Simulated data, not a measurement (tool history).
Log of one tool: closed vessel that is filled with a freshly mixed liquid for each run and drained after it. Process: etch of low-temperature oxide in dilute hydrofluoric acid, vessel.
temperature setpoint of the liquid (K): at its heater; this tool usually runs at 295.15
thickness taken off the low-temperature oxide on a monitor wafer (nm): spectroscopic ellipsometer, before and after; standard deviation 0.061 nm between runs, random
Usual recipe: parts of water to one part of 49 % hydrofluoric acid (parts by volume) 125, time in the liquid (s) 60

run	hour	temperature setpoint of the liquid (K)	parts of water to one part of 49 % hydrofluoric acid (parts by volume)	time in the liquid (s)	read-back film thickness of the low-temperature oxide reference wafer, read on the same gauge (nm)	thickness taken off the low-temperature oxide on a monitor wafer (nm)
1	0	295.15	125	60	29.98	13.72
2	17.5	295.15	125	60	29.97	13.8
3	52.5	295.15	125	60	29.97	13.76
4	85	295.15	125	60	29.99	13.84
5	101.8	295.15	125	60	30.01	13.98
6	127	295.15	125	60	30	13.83
7	142.5	299.15	150	60	30	13.21
8	155.4	299.15	150	60	30.01	13.32
# hour 171.4: hydrofluoric acid flow meter replaced
9	188.9	299.15	150	60	30.01	11.75
10	207.8	298.65	125	60	29.99	14.45
11	223.7	298.65	125	60	30.01	14.46
12	236.1	295.15	125	60	30.01	12.49
13	261.5	299.15	150	60	30	11.78
# hour 268: gauge calibrated
14	275.6	290.15	125	85	29.99	14.31
15	294.2	295.15	175	60	29.99	8.46
16	311.6	296.65	65	85	30	38.62
17	340.1	295.15	125	60	29.99	12.41
18	369	300.15	100	70	30.04	22.91
# hour 383.9: thermometer replaced
19	386.7	295.15	65	85	30.02	40.11
20	400.2	295.15	125	30	29.98	6.91
21	427.7	292.65	95	80	29.99	22.57
22	459.9	299.15	150	60	30.03	12.92
23	479.8	300.15	180	40	29.96	7.27
24	505.8	298.65	125	60	30.01	15.82
25	538.4	290.65	125	60	30.05	11.53

Branching from run 25: 5 alternative next runs. What would each branch give?
A	539.1	295.15	125	60	?	?
B	539.1	299.15	70	60	?	?
C	539.1	298.65	125	85	?	?
D	539.1	297.15	160	30	?	?
E	539.1	291.65	165	95	?	?

run	read-back film thickness of the low-temperature oxide reference wafer, read on the same gauge (nm)	thickness taken off the low-temperature oxide on a monitor wafer (nm)
A	30	13.87
B	30	31.03
C	30	22.55
D	30	5.64
E	30	13.89
With no hidden state in the tool, these same runs would have given:
run	thickness taken off the low-temperature oxide on a monitor wafer (nm)
A	13.49
B	30.22
C	21.9
D	5.47
E	13.49

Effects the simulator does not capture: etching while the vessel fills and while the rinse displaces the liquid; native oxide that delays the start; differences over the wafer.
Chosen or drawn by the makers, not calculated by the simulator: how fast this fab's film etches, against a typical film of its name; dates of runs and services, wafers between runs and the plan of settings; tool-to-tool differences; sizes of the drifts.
